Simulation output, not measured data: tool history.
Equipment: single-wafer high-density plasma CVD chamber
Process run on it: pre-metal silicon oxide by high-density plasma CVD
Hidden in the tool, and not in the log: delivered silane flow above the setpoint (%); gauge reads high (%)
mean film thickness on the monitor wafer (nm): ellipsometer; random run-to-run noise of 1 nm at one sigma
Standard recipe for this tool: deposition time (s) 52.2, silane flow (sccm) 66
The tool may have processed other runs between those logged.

run     day  deposition time (s)  silane flow (sccm)  wafers since the last listed run  hours since the silane flow controller was replaced  hours since the gauge calibration  read-back reference wafer on the same gauge, thickness_nm  mean film thickness on the monitor wafer (nm)
  1       0                 52.2                  66                                 0                                               2176.3                              153.9                                                    342.121                                        332.933
  2   0.688                 52.2                  66                               449                                               2192.8                              170.4                                                    341.941                                        333.345
  3   1.217                 47.7                  73                               345                                               2205.5                              183.1                                                    342.067                                        336.006
  4   5.696                 47.7                  73                              2926                                                 2313                              290.6                                                    341.908                                        338.405
  5   7.154                 52.2                  66                               952                                                 2348                              325.6                                                    342.028                                        332.058
  6    8.55                 52.2                  66                               911                                               2381.5                              359.1                                                    341.992                                        332.746
  7  10.538                 52.2                  66                              1298                                               2429.2                              406.8                                                     342.08                                        331.882
  8  11.146                 52.2                  66                               397                                               2443.8                              421.4                                                    342.049                                        331.815
  9  12.367                 52.2                  66                               797                                               2473.1                              450.7                                                    341.879                                        333.487
       13.1  -- gauge calibrated
 10  13.346                 52.2                  56                               639                                               2496.6                                5.9                                                    342.057                                        281.284
 11  14.196                 52.2                  56                               555                                                 2517                               26.3                                                    341.992                                        282.136
 12  15.662                 52.2                  66                               958                                               2552.2                               61.5                                                    341.888                                        330.811
 13  16.712                 52.2                  66                               685                                               2577.4                               86.7                                                    342.018                                        332.799
 14  17.408                 52.2                  66                               454                                               2594.1                              103.4                                                    342.038                                        332.952
 15  18.242                 52.2                  63                               544                                               2614.1                              123.4                                                    342.034                                        316.538
 16  19.638                 52.2                  63                               911                                               2647.6                              156.9                                                     341.94                                        318.292
 17  24.075                 52.2                  63                              2898                                               2754.1                              263.4                                                    342.162                                        317.318
 18  25.058                 52.2                  66                               642                                               2777.7                                287                                                    342.121                                        330.641
 19  26.267                 52.2                  66                               789                                               2806.7                                316                                                    342.059                                        332.382
 20  26.888                 52.2                  79                               405                                               2821.6                              330.9                                                    341.786                                        397.625
 21  27.612                 41.9                  78                               473                                                 2839                              348.3                                                    342.022                                        314.882
 22  28.512                 48.3                  77                               587                                               2860.6                              369.9                                                    342.209                                        357.901
 23  29.233                 42.6                  73                               470                                               2877.9                              387.2                                                    341.996                                        299.314
     29.742  -- silane flow controller replaced
 24  29.779                 62.5                  73                               138                                                  0.9                              400.3                                                    341.921                                        439.015
 25  30.329                 52.2                  66                               359                                                 14.1                              413.5                                                    341.898                                        331.603
 26  31.058                 52.2                  66                               476                                                 31.6                                431                                                    341.733                                        331.227
 27  31.825                   55                  61                               500                                                   50                              449.4                                                    342.156                                        322.617

The next listed run, before its measurement:
 28  32.433                 45.9                  72                               397                                                 64.6                                464                                                          ?                                              ?

Run 28 yielded read-back reference wafer on the same gauge, thickness_nm 341.952, mean film thickness on the monitor wafer (nm) 318.672.
Were there no unlogged condition in the tool, this run, its random variation unchanged, would have produced mean film thickness on the monitor wafer (nm) 318.672.
